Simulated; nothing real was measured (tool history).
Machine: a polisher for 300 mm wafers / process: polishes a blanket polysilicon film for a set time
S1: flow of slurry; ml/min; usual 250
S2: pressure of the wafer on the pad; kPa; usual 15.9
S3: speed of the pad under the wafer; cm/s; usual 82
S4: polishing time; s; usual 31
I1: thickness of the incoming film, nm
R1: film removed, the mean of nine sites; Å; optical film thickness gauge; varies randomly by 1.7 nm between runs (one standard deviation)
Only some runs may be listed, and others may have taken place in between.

Run 1, hour 0.0: usual settings; I1 1020.0. Result: R1 1502 Å.
Run 2, hour 6.2: usual settings; I1 1008.4. Result: R1 1459 Å.
Run 3, hour 19.4: usual settings but S4 38 s; I1 1009.0. Result: R1 1971 Å.
Run 4, hour 46.7: usual settings; I1 1019.2. Result: R1 1613 Å.
Run 5, hour 52.8: usual settings; I1 1024.7. Result: R1 1617 Å.
Run 6, hour 68.7: usual settings; I1 1026.7. Result: R1 1581 Å.
Run 7, hour 82.1: usual settings; I1 1024.5. Result: R1 1583 Å.
Run 8, hour 89.0: usual settings; I1 1008.0. Result: R1 1553 Å.
Run 9, hour 104.3: usual settings but S4 25 s; I1 1025.7. Result: R1 1235 Å.
Run 10, hour 121.1: usual settings but S1 180 ml/min, S4 26 s; I1 1000.3. Result: R1 1315 Å.
Run 11, hour 130.1: usual settings but S1 180 ml/min, S4 26 s; I1 1022.7. Result: R1 1309 Å.
Run 12, hour 145.5: usual settings but S1 220 ml/min; I1 1013.4. Result: R1 1573 Å.
Run 13, hour 159.9: usual settings but S1 220 ml/min; I1 1029.4. Result: R1 1580 Å.
Run 14, hour 170.5: usual settings but S1 220 ml/min; I1 1025.7. Result: R1 1544 Å.
Run 15, hour 186.8: usual settings but S4 27 s; I1 1006.7. Result: R1 1360 Å.
Run 16, hour 200.2: usual settings; I1 1006.7. Result: R1 1539 Å.
Run 17, hour 218.2: usual settings; I1 1026.9. Result: R1 1465 Å.
Run 18, hour 226.0: usual settings but S2 20.0 kPa, S3 58 cm/s; I1 1006.3. Result: R1 1636 Å.
Run 19, hour 236.4: usual settings; I1 1013.1. Result: R1 1621 Å.
Run 20, hour 249.4: usual settings; I1 1020.6. Result: R1 1614 Å.
Run 21, hour 265.5: usual settings but S2 11.0 kPa; I1 1012.0. Result: R1 1178 Å.
Run 22, hour 274.4: usual settings; I1 1038.2. Result: R1 1605 Å.
Run 23, hour 291.9: usual settings but S1 200 ml/min, S2 20.0 kPa, S4 24 s; I1 1033.0. Result: R1 1427 Å.
Run 24, hour 307.0: usual settings but S2 20.0 kPa, S4 22 s; I1 1006.8. Result: R1 1319 Å.
Run 25, hour 318.1: usual settings but S1 205 ml/min, S2 20.0 kPa, S3 58 cm/s, S4 34 s; I1 1020.0. Result: R1 1566 Å.
Run 26, hour 333.0: usual settings but S1 210 ml/min, S2 11.7 kPa, S4 35 s; I1 1036.9. Result: R1 1208 Å.
Run 27, hour 343.3: usual settings but S3 94 cm/s, S4 21 s; I1 1027.2. Result: R1 1217 Å.
Run 28, hour 360.0: usual settings but S2 21.4 kPa; I1 1017.1. Result: R1 2129 Å.
Run 29, hour 375.1: usual settings but S1 180 ml/min; I1 1037.8. Result: R1 1572 Å.
Run 30, hour 383.5: usual settings but S2 19.3 kPa, S3 54 cm/s; I1 1020.5. Result: R1 1534 Å.
Run 31, hour 394.7: usual settings but S4 35 s; I1 1014.3. Result: R1 1804 Å.
Run 32, hour 404.7: usual settings; I1 1042.4. Result: R1 1566 Å.
Run 33, hour 415.2: usual settings but S2 13.8 kPa; I1 1030.4. Result: R1 1377 Å.
Run 34, hour 426.9: usual settings; I1 1003.5. Result: R1 1530 Å.
Run 35, hour 434.6: usual settings; I1 1022.6. Result: R1 1494 Å.
Run 36, hour 450.4: usual settings; I1 1007.7. Result: R1 1654 Å.

Removed from this log: 7 entries logged between the listed runs. Between which two listed runs does each belong, and how does the tool's hidden state at the listed run before it compare with that at the listed run after it?
Run 2 -> run 3: worn pad replaced by a new one (hour 18.9)
  removal rate lost through wear of the pad, %: 10.3 -> 0.929
  what was measured, less what the result would be without the hidden state, R1: -169 -> -18 Å
Run 9 -> run 10: worn pad replaced by a new one (hour 116.8)
  removal rate lost through wear of the pad, %: 8.67 -> 0.975
  what was measured, less what the result would be without the hidden state, R1: -117 -> -13 Å
Run 13 -> run 14: slurry nozzle cleaned (hour 160.9)
  removal rate lost through wear of the pad, %: 2.93 -> 4.02
  what was measured, less what the result would be without the hidden state, R1: -48 -> -64 Å
Run 16 -> run 17: head pressure recalibrated (hour 205.4)
  removal rate lost through wear of the pad, %: 8.35 -> 11.9
  what was measured, less what the result would be without the hidden state, R1: -141 -> -198 Å
Run 17 -> run 18: worn pad replaced by a new one (hour 223.3)
  removal rate lost through wear of the pad, %: 11.9 -> 1.33
  what was measured, less what the result would be without the hidden state, R1: -198 -> -22 Å
Run 26 -> run 27: worn pad replaced by a new one (hour 341.4)
  removal rate lost through wear of the pad, %: 14.1 -> 0.363
  what was measured, less what the result would be without the hidden state, R1: -199 -> -4 Å
Run 35 -> run 36: worn pad replaced by a new one (hour 442.2)
  removal rate lost through wear of the pad, %: 9.58 -> 0.976
  what was measured, less what the result would be without the hidden state, R1: -158 -> -16 Å
